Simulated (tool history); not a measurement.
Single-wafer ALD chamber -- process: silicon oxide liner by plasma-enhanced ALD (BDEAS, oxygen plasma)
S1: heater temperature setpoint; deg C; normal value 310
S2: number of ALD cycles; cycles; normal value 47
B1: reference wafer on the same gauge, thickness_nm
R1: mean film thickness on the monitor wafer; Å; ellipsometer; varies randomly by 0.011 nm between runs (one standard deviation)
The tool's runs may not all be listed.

{"run": 1, "hour": 0.0, "S1": 310, "S2": 47, "B1": 5.303, "R1": 45.71}
{"hour": 12.2, "done": "gauge calibrated"}
{"run": 2, "hour": 17.5, "S1": 310, "S2": 47, "B1": 5.298, "R1": 45.7}
{"run": 3, "hour": 32.7, "S1": 310, "S2": 47, "B1": 5.298, "R1": 45.87}
{"run": 4, "hour": 43.0, "S1": 310, "S2": 47, "B1": 5.296, "R1": 45.8}
{"run": 5, "hour": 49.8, "S1": 310, "S2": 47, "B1": 5.3, "R1": 45.86}
{"run": 6, "hour": 65.9, "S1": 310, "S2": 45, "B1": 5.298, "R1": 43.95}
{"run": 7, "hour": 81.6, "S1": 310, "S2": 47, "B1": 5.296, "R1": 46.02}
{"run": 8, "hour": 90.8, "S1": 310, "S2": 47, "B1": 5.299, "R1": 45.94}
{"run": 9, "hour": 102.7, "S1": 310, "S2": 47, "B1": 5.298, "R1": 45.91}
{"run": 10, "hour": 115.9, "S1": 310, "S2": 47, "B1": 5.3, "R1": 46.06}
{"hour": 129.5, "done": "thermocouple changed; heater temperature recalibrated"}
{"run": 11, "hour": 130.4, "S1": 310, "S2": 47, "B1": 5.305, "R1": 45.77}
{"run": 12, "hour": 141.1, "S1": 310, "S2": 47, "B1": 5.304, "R1": 45.89}
{"run": 13, "hour": 150.4, "S1": 304, "S2": 53, "B1": 5.301, "R1": 52.11}
{"run": 14, "hour": 158.2, "S1": 318, "S2": 43, "B1": 5.301, "R1": 41.45}
{"run": 15, "hour": 166.7, "S1": 305, "S2": 40, "B1": 5.301, "R1": 39.2}
{"run": 16, "hour": 179.7, "S1": 310, "S2": 45, "B1": 5.298, "R1": 43.86}
{"run": 17, "hour": 195.4, "S1": 300, "S2": 51, "B1": 5.304, "R1": 50.51}
{"hour": 201.9, "done": "gauge calibrated"}
{"run": 18, "hour": 204.5, "S1": 310, "S2": 47, "B1": 5.298, "R1": 45.72}
{"run": 19, "hour": 214.4, "S1": 295, "S2": 47, "B1": 5.301, "R1": 47.79}
{"run": 20, "hour": 226.5, "S1": 301, "S2": 47, "B1": 5.305, "R1": 46.51}
{"run": 21, "hour": 236.0, "S1": 314, "S2": 38, "B1": 5.295, "R1": 36.69}
{"run": 22, "hour": 252.0, "S1": 310, "S2": 47, "B1": 5.303, "R1": 45.77}
{"run": 23, "hour": 263.7, "S1": 310, "S2": 47, "B1": 5.304, "R1": 45.69}
{"run": 24, "hour": 274.3, "S1": 301, "S2": 41, "B1": 5.295, "R1": 40.47}

Here are 3 independent what-if runs from the current tool condition. What would each one return?
{"run": "A", "hour": 274.8, "S1": 310, "S2": 47, "B1": "?", "R1": "?"}
{"run": "B", "hour": 274.8, "S1": 297, "S2": 47, "B1": "?", "R1": "?"}
{"run": "C", "hour": 274.8, "S1": 298, "S2": 45, "B1": "?", "R1": "?"}

run=A B1=5.299 R1=45.83
run=B B1=5.299 R1=47.26
run=C B1=5.299 R1=45.07
Without the tool's hidden state the same runs would have given:
run=A R1=45.83
run=B R1=47.26
run=C R1=45.07
